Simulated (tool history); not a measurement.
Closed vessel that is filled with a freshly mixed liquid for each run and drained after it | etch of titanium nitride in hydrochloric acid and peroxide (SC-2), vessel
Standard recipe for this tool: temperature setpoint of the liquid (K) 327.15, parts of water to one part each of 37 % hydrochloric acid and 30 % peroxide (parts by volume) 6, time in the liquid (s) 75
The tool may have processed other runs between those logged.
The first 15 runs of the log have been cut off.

run    hour  temperature setpoint of the liquid (K)  parts of water to one part each of 37 % hydrochloric acid and 30 % peroxide (parts by volume)  time in the liquid (s)  read-back film thickness of the titanium nitride reference wafer, read on the same gauge (nm)  thickness taken off the titanium nitride on a monitor wafer (Å)
 16    1474                                  327.15                                                                                              6                      75                                                                                        149.984                                                            50.81
 17  1523.3                                  323.15                                                                                              4                      75                                                                                        150.023                                                            52.25
 18  1622.5                                  327.15                                                                                              6                      75                                                                                         149.96                                                            50.76
 19  1684.5                                  327.15                                                                                              6                      75                                                                                        149.961                                                            51.18
 20  1790.9                                  327.15                                                                                            7.5                      65                                                                                        149.978                                                            38.13
 21  1833.5                                  324.15                                                                                              6                      40                                                                                        149.977                                                            22.81
       1839  -- chemicals flow meter replaced
     1864.4  -- thermometer replaced
     1883.5  -- new drum of peroxide connected
 22  1929.2                                  327.15                                                                                              6                      75                                                                                         149.99                                                            48.86
 23  1974.9                                  321.15                                                                                              6                      75                                                                                        149.998                                                            32.05
 24  2048.7                                  320.15                                                                                              6                      50                                                                                         149.97                                                            20.03
 25  2112.5                                  331.65                                                                                              9                      60                                                                                        149.987                                                            36.83
 26  2149.8                                  327.15                                                                                              6                      75                                                                                        149.971                                                            48.39
 27  2204.4                                  321.65                                                                                              6                      35                                                                                        150.025                                                            15.76
 28  2250.3                                  318.15                                                                                              6                      60                                                                                        150.019                                                            21.34
 29  2291.3                                  332.65                                                                                            8.5                      40                                                                                        150.011                                                            28.12
 30  2375.7                                  332.15                                                                                            7.5                      75                                                                                        150.014                                                            57.12

Below are 3 alternative next runs, each starting from the tool's condition after run 30. Predict each:
  A  2376.4                                  327.15                                                                                              6                      75                                                                                              ?                                                                ?
  B  2376.4                                  336.15                                                                                              5                     110                                                                                              ?                                                                ?
  C  2376.4                                  327.15                                                                                              6                      50                                                                                              ?                                                                ?

run  read-back film thickness of the titanium nitride reference wafer, read on the same gauge (nm)  thickness taken off the titanium nitride on a monitor wafer (Å)
  A                                                                                        149.983                                                            50.08
  B                                                                                        149.983                                                           148.13
  C                                                                                        149.983                                                            33.39
Stripped of hidden state, with their random variation kept, the same runs would have yielded:
run  thickness taken off the titanium nitride on a monitor wafer (Å)
  A                                                            48.29
  B                                                           143.11
  C                                                             32.2
